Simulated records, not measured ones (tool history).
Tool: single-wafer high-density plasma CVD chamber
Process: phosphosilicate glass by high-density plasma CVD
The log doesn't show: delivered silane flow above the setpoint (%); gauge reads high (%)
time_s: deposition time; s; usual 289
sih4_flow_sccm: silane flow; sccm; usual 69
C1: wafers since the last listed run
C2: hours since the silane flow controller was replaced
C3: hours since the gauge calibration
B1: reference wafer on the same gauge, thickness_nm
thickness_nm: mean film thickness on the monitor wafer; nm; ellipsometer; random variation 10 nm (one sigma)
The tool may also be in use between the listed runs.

{"run": 1, "hour": 0.0, "time_s": 289, "sih4_flow_sccm": 69, "C1": 0, "C2": 753, "C3": 758, "B1": 2269.054, "thickness_nm": 1939.254}
{"run": 2, "hour": 105.9, "time_s": 289, "sih4_flow_sccm": 69, "C1": 528, "C2": 858.9, "C3": 863.9, "B1": 2268.486, "thickness_nm": 1949.898}
{"run": 3, "hour": 212.7, "time_s": 289, "sih4_flow_sccm": 69, "C1": 532, "C2": 965.7, "C3": 970.7, "B1": 2272.021, "thickness_nm": 1944.288}
{"run": 4, "hour": 310.0, "time_s": 289, "sih4_flow_sccm": 69, "C1": 485, "C2": 1063, "C3": 1068, "B1": 2271.212, "thickness_nm": 1934.566}
{"run": 5, "hour": 389.0, "time_s": 289, "sih4_flow_sccm": 69, "C1": 394, "C2": 1142, "C3": 1147, "B1": 2270.675, "thickness_nm": 1945.384}
{"run": 6, "hour": 478.2, "time_s": 289, "sih4_flow_sccm": 69, "C1": 445, "C2": 1231.2, "C3": 1236.2, "B1": 2270.015, "thickness_nm": 1912}
{"run": 7, "hour": 583.1, "time_s": 289, "sih4_flow_sccm": 69, "C1": 523, "C2": 1336.1, "C3": 1341.1, "B1": 2269.866, "thickness_nm": 1934.885}
{"run": 8, "hour": 630.8, "time_s": 260, "sih4_flow_sccm": 69, "C1": 237, "C2": 1383.8, "C3": 1388.8, "B1": 2273.68, "thickness_nm": 1734.347}
{"run": 9, "hour": 719.2, "time_s": 260, "sih4_flow_sccm": 69, "C1": 441, "C2": 1472.2, "C3": 1477.2, "B1": 2269.611, "thickness_nm": 1753.984}
{"run": 10, "hour": 784.0, "time_s": 260, "sih4_flow_sccm": 69, "C1": 323, "C2": 1537, "C3": 1542, "B1": 2268.2, "thickness_nm": 1735.493}
{"run": 11, "hour": 841.2, "time_s": 289, "sih4_flow_sccm": 69, "C1": 285, "C2": 1594.2, "C3": 1599.2, "B1": 2268.55, "thickness_nm": 1923.593}
{"run": 12, "hour": 927.0, "time_s": 289, "sih4_flow_sccm": 69, "C1": 428, "C2": 1680, "C3": 1685, "B1": 2269.41, "thickness_nm": 1926.681}
{"run": 13, "hour": 1013.6, "time_s": 289, "sih4_flow_sccm": 69, "C1": 432, "C2": 1766.6, "C3": 1771.6, "B1": 2267.318, "thickness_nm": 1931.013}
{"run": 14, "hour": 1184.0, "time_s": 269, "sih4_flow_sccm": 69, "C1": 850, "C2": 1937, "C3": 1942, "B1": 2272.059, "thickness_nm": 1796.791}
{"run": 15, "hour": 1258.6, "time_s": 269, "sih4_flow_sccm": 69, "C1": 372, "C2": 2011.6, "C3": 2016.6, "B1": 2272.004, "thickness_nm": 1802.873}
{"run": 16, "hour": 1352.1, "time_s": 269, "sih4_flow_sccm": 69, "C1": 466, "C2": 2105.1, "C3": 2110.1, "B1": 2270.943, "thickness_nm": 1795.539}
{"run": 17, "hour": 1444.7, "time_s": 289, "sih4_flow_sccm": 69, "C1": 462, "C2": 2197.7, "C3": 2202.7, "B1": 2269.915, "thickness_nm": 1931.933}
{"run": 18, "hour": 1498.2, "time_s": 289, "sih4_flow_sccm": 69, "C1": 266, "C2": 2251.2, "C3": 2256.2, "B1": 2270.527, "thickness_nm": 1935.923}
{"run": 19, "hour": 1534.8, "time_s": 289, "sih4_flow_sccm": 69, "C1": 182, "C2": 2287.8, "C3": 2292.8, "B1": 2269.233, "thickness_nm": 1934.922}
{"hour": 1837.1, "done": "silane flow controller replaced"}
{"run": 20, "hour": 1841.0, "time_s": 289, "sih4_flow_sccm": 69, "C1": 1487, "C2": 3.9, "C3": 2599, "B1": 2272.373, "thickness_nm": 1928.111}
{"run": 21, "hour": 1944.5, "time_s": 289, "sih4_flow_sccm": 69, "C1": 516, "C2": 107.4, "C3": 2702.5, "B1": 2268.038, "thickness_nm": 1934.509}
{"run": 22, "hour": 2012.8, "time_s": 289, "sih4_flow_sccm": 79, "C1": 340, "C2": 175.7, "C3": 2770.8, "B1": 2271.976, "thickness_nm": 2219.985}
{"run": 23, "hour": 2109.4, "time_s": 289, "sih4_flow_sccm": 69, "C1": 481, "C2": 272.3, "C3": 2867.4, "B1": 2269.065, "thickness_nm": 1947.362}
{"run": 24, "hour": 2161.7, "time_s": 335, "sih4_flow_sccm": 77, "C1": 260, "C2": 324.6, "C3": 2919.7, "B1": 2269.969, "thickness_nm": 2496.157}
{"run": 25, "hour": 2242.7, "time_s": 289, "sih4_flow_sccm": 62, "C1": 404, "C2": 405.6, "C3": 3000.7, "B1": 2268.459, "thickness_nm": 1722.88}
{"run": 26, "hour": 2290.6, "time_s": 327, "sih4_flow_sccm": 80, "C1": 238, "C2": 453.5, "C3": 3048.6, "B1": 2273.252, "thickness_nm": 2557.58}
{"run": 27, "hour": 2380.6, "time_s": 330, "sih4_flow_sccm": 82, "C1": 449, "C2": 543.5, "C3": 3138.6, "B1": 2269.888, "thickness_nm": 2609.261}
{"run": 28, "hour": 2484.1, "time_s": 251, "sih4_flow_sccm": 74, "C1": 516, "C2": 647, "C3": 3242.1, "B1": 2267.461, "thickness_nm": 1800.776}
{"run": 29, "hour": 2555.4, "time_s": 289, "sih4_flow_sccm": 69, "C1": 355, "C2": 718.3, "C3": 3313.4, "B1": 2269.265, "thickness_nm": 1940.747}
{"run": 30, "hour": 2652.3, "time_s": 330, "sih4_flow_sccm": 65, "C1": 483, "C2": 815.2, "C3": 3410.3, "B1": 2269.018, "thickness_nm": 2081.481}
{"run": 31, "hour": 2694.4, "time_s": 306, "sih4_flow_sccm": 58, "C1": 210, "C2": 857.3, "C3": 3452.4, "B1": 2272.927, "thickness_nm": 1712.883}
{"run": 32, "hour": 2801.9, "time_s": 269, "sih4_flow_sccm": 76, "C1": 536, "C2": 964.8, "C3": 3559.9, "B1": 2271.456, "thickness_nm": 1991.596}
{"run": 33, "hour": 2845.5, "time_s": 289, "sih4_flow_sccm": 69, "C1": 217, "C2": 1008.4, "C3": 3603.5, "B1": 2270.5, "thickness_nm": 1924.783}
{"run": 34, "hour": 2931.2, "time_s": 343, "sih4_flow_sccm": 69, "C1": 427, "C2": 1094.1, "C3": 3689.2, "B1": 2269.882, "thickness_nm": 2300.812}
{"run": 35, "hour": 2995.5, "time_s": 250, "sih4_flow_sccm": 62, "C1": 320, "C2": 1158.4, "C3": 3753.5, "B1": 2265.311, "thickness_nm": 1489.628}
{"hour": 3093.3, "done": "gauge calibrated"}
{"run": 36, "hour": 3101.9, "time_s": 242, "sih4_flow_sccm": 69, "C1": 530, "C2": 1264.8, "C3": 8.6, "B1": 2271.945, "thickness_nm": 1614.463}
{"run": 37, "hour": 3216.3, "time_s": 241, "sih4_flow_sccm": 60, "C1": 570, "C2": 1379.2, "C3": 123, "B1": 2270.197, "thickness_nm": 1397.597}
{"run": 38, "hour": 3261.9, "time_s": 345, "sih4_flow_sccm": 56, "C1": 227, "C2": 1424.8, "C3": 168.6, "B1": 2267.01, "thickness_nm": 1888.496}
{"run": 39, "hour": 3366.2, "time_s": 319, "sih4_flow_sccm": 74, "C1": 520, "C2": 1529.1, "C3": 272.9, "B1": 2272.923, "thickness_nm": 2304.295}
{"run": 40, "hour": 3408.2, "time_s": 289, "sih4_flow_sccm": 69, "C1": 209, "C2": 1571.1, "C3": 314.9, "B1": 2270.735, "thickness_nm": 1959.732}
{"run": 41, "hour": 3499.1, "time_s": 251, "sih4_flow_sccm": 81, "C1": 453, "C2": 1662, "C3": 405.8, "B1": 2269.997, "thickness_nm": 1956.054}
{"run": 42, "hour": 3590.2, "time_s": 289, "sih4_flow_sccm": 69, "C1": 454, "C2": 1753.1, "C3": 496.9, "B1": 2271.299, "thickness_nm": 1951.926}
{"run": 43, "hour": 3674.7, "time_s": 269, "sih4_flow_sccm": 59, "C1": 421, "C2": 1837.6, "C3": 581.4, "B1": 2270.877, "thickness_nm": 1544.338}
{"run": 44, "hour": 3736.1, "time_s": 316, "sih4_flow_sccm": 62, "C1": 306, "C2": 1899, "C3": 642.8, "B1": 2271.883, "thickness_nm": 1909.933}
{"run": 45, "hour": 3842.7, "time_s": 243, "sih4_flow_sccm": 72, "C1": 531, "C2": 2005.6, "C3": 749.4, "B1": 2273.313, "thickness_nm": 1700.365}
{"run": 46, "hour": 3928.8, "time_s": 326, "sih4_flow_sccm": 59, "C1": 429, "C2": 2091.7, "C3": 835.5, "B1": 2269.71, "thickness_nm": 1871.478}

What the log doesn't show, run by run:
delivered silane flow above the setpoint (%): 0 in every run
gauge reads high (%): 0 in every run

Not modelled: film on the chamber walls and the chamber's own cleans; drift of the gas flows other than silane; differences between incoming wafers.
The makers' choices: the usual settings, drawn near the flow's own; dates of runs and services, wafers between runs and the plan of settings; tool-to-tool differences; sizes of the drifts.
